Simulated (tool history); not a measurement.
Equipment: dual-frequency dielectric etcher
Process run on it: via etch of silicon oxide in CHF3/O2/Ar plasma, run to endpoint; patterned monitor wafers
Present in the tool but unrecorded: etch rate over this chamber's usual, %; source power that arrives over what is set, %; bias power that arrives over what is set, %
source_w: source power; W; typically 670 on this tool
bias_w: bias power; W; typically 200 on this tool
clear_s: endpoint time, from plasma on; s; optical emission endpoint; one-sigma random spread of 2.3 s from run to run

run	hour	source_w	bias_w	wafers since the last listed run	hours since the last wet clean	hours since the last source power generator calibration	hours since the last bias power generator calibration	hours since the last upper electrode change	incoming incoming film thickness, nm	clear_s
1	0.0	730	200	0	128.1	2716.2	1674.0	3694.0	750.5	367.5
2	90.7	730	200	293	218.8	2806.9	1764.7	3784.7	748.8	368.8
3	134.3	730	200	141	262.4	2850.5	1808.3	3828.3	748.7	371.0
4	233.8	670	200	322	361.9	2950.0	1907.8	3927.8	742.7	372.5
# hour 374.5: wet clean of the chamber
5	554.2	670	200	960	179.7	3270.4	2228.2	4248.2	757.9	397.1
# hour 669.2: wet clean of the chamber, repeated, since the last time left the tool worse
6	747.5	670	200	548	78.3	3463.7	2421.5	4441.5	748.2	374.6
7	844.4	560	200	313	175.2	3560.6	2518.4	4538.4	747.4	385.7
8	1007.6	670	237	528	338.4	3723.8	2681.6	4701.6	752.9	357.9
# hour 1157.7: wet clean of the chamber
# hour 1177.7: upper electrode replaced
9	1249.8	670	237	642	92.1	3966.0	2923.8	72.1	751.5	353.4
10	1295.6	670	237	148	137.9	4011.8	2969.6	117.9	755.8	357.2
11	1344.0	670	200	156	186.3	4060.2	3018.0	166.3	751.9	374.1
# hour 1387.9: source power generator calibrated
12	1393.9	600	217	148	236.2	6.0	3067.9	216.2	758.0	378.0

Run 13 comes next. What will it give?
13	1466.8	730	200	236	309.1	78.9	3140.8	289.1	756.8	?

clear_s: 372.4 s
Take away the tool's hidden state, keep the run-to-run variation as it was, and the same run would have given clear_s 367.0 s.
